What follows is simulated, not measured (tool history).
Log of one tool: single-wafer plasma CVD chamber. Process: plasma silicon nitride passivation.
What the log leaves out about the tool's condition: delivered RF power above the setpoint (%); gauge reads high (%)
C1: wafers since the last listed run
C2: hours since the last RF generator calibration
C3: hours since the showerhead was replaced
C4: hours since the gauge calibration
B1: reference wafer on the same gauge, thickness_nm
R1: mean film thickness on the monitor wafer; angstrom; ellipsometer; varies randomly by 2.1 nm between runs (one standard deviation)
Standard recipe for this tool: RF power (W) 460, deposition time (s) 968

run 1 hour=0.0 | RF_power_(W)=460 deposition_time_(s)=968 | C1=0 C2=942.1 C3=7743.5 C4=136.2 | B1=1154.023 | R1=13688.47
run 2 hour=12.2 | RF_power_(W)=460 deposition_time_(s)=968 | C1=29 C2=954.3 C3=7755.7 C4=148.4 | B1=1153.946 | R1=13665.05
run 3 hour=19.4 | RF_power_(W)=460 deposition_time_(s)=968 | C1=17 C2=961.5 C3=7762.9 C4=155.6 | B1=1153.567 | R1=13685.73
run 4 hour=37.3 | RF_power_(W)=460 deposition_time_(s)=968 | C1=42 C2=979.4 C3=7780.8 C4=173.5 | B1=1152.823 | R1=13691.41
run 5 hour=48.8 | RF_power_(W)=460 deposition_time_(s)=968 | C1=27 C2=990.9 C3=7792.3 C4=185.0 | B1=1151.572 | R1=13653.32
run 6 hour=55.6 | RF_power_(W)=460 deposition_time_(s)=968 | C1=16 C2=997.7 C3=7799.1 C4=191.8 | B1=1151.132 | R1=13656.61
run 7 hour=73.4 | RF_power_(W)=510 deposition_time_(s)=968 | C1=42 C2=1015.5 C3=7816.9 C4=209.6 | B1=1149.657 | R1=13932.31
run 8 hour=84.8 | RF_power_(W)=510 deposition_time_(s)=968 | C1=27 C2=1026.9 C3=7828.3 C4=221.0 | B1=1148.449 | R1=13895.88
run 9 hour=94.4 | RF_power_(W)=460 deposition_time_(s)=968 | C1=23 C2=1036.5 C3=7837.9 C4=230.6 | B1=1147.451 | R1=13655.13
-- hour=104.1 RF generator calibrated
-- hour=106.6 gauge calibrated
run 10 hour=110.3 | RF_power_(W)=460 deposition_time_(s)=968 | C1=18 C2=6.2 C3=7853.8 C4=3.7 | B1=1160.304 | R1=13793.02
run 11 hour=127.9 | RF_power_(W)=550 deposition_time_(s)=968 | C1=42 C2=23.8 C3=7871.4 C4=21.3 | B1=1160.089 | R1=14270.47
run 12 hour=138.8 | RF_power_(W)=550 deposition_time_(s)=968 | C1=26 C2=34.7 C3=7882.3 C4=32.2 | B1=1160.588 | R1=14249.47
run 13 hour=149.2 | RF_power_(W)=550 deposition_time_(s)=1034 | C1=24 C2=45.1 C3=7892.7 C4=42.6 | B1=1160.092 | R1=15260.85
run 14 hour=156.9 | RF_power_(W)=390 deposition_time_(s)=789 | C1=18 C2=52.8 C3=7900.4 C4=50.3 | B1=1159.800 | R1=10873.44
-- hour=177.5 showerhead replaced
run 15 hour=178.0 | RF_power_(W)=390 deposition_time_(s)=1095 | C1=31 C2=73.9 C3=0.5 C4=71.4 | B1=1159.977 | R1=15066.19

Predict the results of run 16:
run 16 hour=181.9 | RF_power_(W)=460 deposition_time_(s)=968 | C1=9 C2=77.8 C3=4.4 C4=75.3 | B1=? | R1=?

{"run 16": {"B1": 1159.233, "R1": 13788.75}}
With the hidden condition absent and the run-to-run variation left alone, this run would have shown R1 13794.12 angstrom.
